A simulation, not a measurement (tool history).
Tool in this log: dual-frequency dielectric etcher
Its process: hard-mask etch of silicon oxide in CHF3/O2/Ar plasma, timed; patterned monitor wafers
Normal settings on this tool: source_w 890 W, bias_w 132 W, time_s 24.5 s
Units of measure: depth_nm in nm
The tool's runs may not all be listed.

run    day  source_w  bias_w  time_s  wafers since the last listed run  hours since the last wet clean  hours since the last source power generator calibration  hours since the last bias power generator calibration  hours since the last upper electrode change  hours since the gauge calibration  read-back reference wafer on the same gauge, depth_nm  depth_nm
  1  0.000       890     132    24.5                                 0                           448.4                                                   2964.2                                                 5420.1                                       2163.8                               36.6                                                   55.9      49.2
  2  0.538       890     132    24.5                               152                           461.3                                                   2977.1                                                 5433.0                                       2176.7                               49.5                                                   55.9      49.3
  3  1.042       890     132    26.5                               143                           473.4                                                   2989.2                                                 5445.1                                       2188.8                               61.6                                                   55.9      52.7
  4  1.542       890     132    26.5                               142                           485.4                                                   3001.2                                                 5457.1                                       2200.8                               73.6                                                   55.9      52.9
  5  1.942       890     132    24.5                               113                           495.0                                                   3010.8                                                 5466.7                                       2210.4                               83.2                                                   55.9      49.1
     2.142  -- source power generator calibrated
  6  2.633       800     132    24.5                               149                           511.6                                                     11.8                                                 5483.3                                       2227.0                               99.8                                                   55.9      46.6
     3.075  -- gauge calibrated
     3.817  -- wet clean of the chamber
  7  3.838       890     132    21.0                                58                             0.5                                                     40.7                                                 5512.2                                       2255.9                               18.3                                                   55.9      43.9
  8  3.850       780     107    30.5                                 3                             0.8                                                     41.0                                                 5512.5                                       2256.2                               18.6                                                   55.9      54.7
     4.888  -- upper electrode replaced, of another model than before
  9  4.908       750     132    28.5                                16                            26.2                                                     66.4                                                 5537.9                                          0.5                               44.0                                                   55.9      53.7
 10  4.921       960     132    22.5                                 3                            26.5                                                     66.7                                                 5538.2                                          0.8                               44.3                                                   55.9      48.9
     5.158  -- bias power generator calibrated
 11  5.204       800     104    27.5                                33                            33.3                                                     73.5                                                    1.1                                          7.6                               51.1                                                   55.9      50.6
 12  5.467       890     132    24.5                                74                            39.6                                                     79.8                                                    7.4                                         13.9                               57.4                                                   55.9      51.2
 13  6.112       890     132    24.5                               183                            55.1                                                     95.3                                                   22.9                                         29.4                               72.9                                                   55.9      51.2
 14  6.779       990     161    24.5                               189                            71.1                                                    111.3                                                   38.9                                         45.4                               88.9                                                   55.8      57.2

Branching from run 14: 3 alternative next runs. What would each branch give?
  A  6.796       670     132    24.5                                 4                            71.5                                                    111.7                                                   39.3                                         45.8                               89.3                                                      ?         ?
  B  6.796       890     117    24.5                                 4                            71.5                                                    111.7                                                   39.3                                         45.8                               89.3                                                      ?         ?
  C  6.796       750     132    27.5                                 4                            71.5                                                    111.7                                                   39.3                                         45.8                               89.3                                                      ?         ?

run  read-back reference wafer on the same gauge, depth_nm  depth_nm
  A                                                   55.9      42.5
  B                                                   55.9      49.3
  C                                                   55.9      51.4
The same runs, with their run-to-run variation unchanged, on a tool lacking any hidden condition would have given:
run  depth_nm
  A      42.9
  B      49.7
  C      51.9

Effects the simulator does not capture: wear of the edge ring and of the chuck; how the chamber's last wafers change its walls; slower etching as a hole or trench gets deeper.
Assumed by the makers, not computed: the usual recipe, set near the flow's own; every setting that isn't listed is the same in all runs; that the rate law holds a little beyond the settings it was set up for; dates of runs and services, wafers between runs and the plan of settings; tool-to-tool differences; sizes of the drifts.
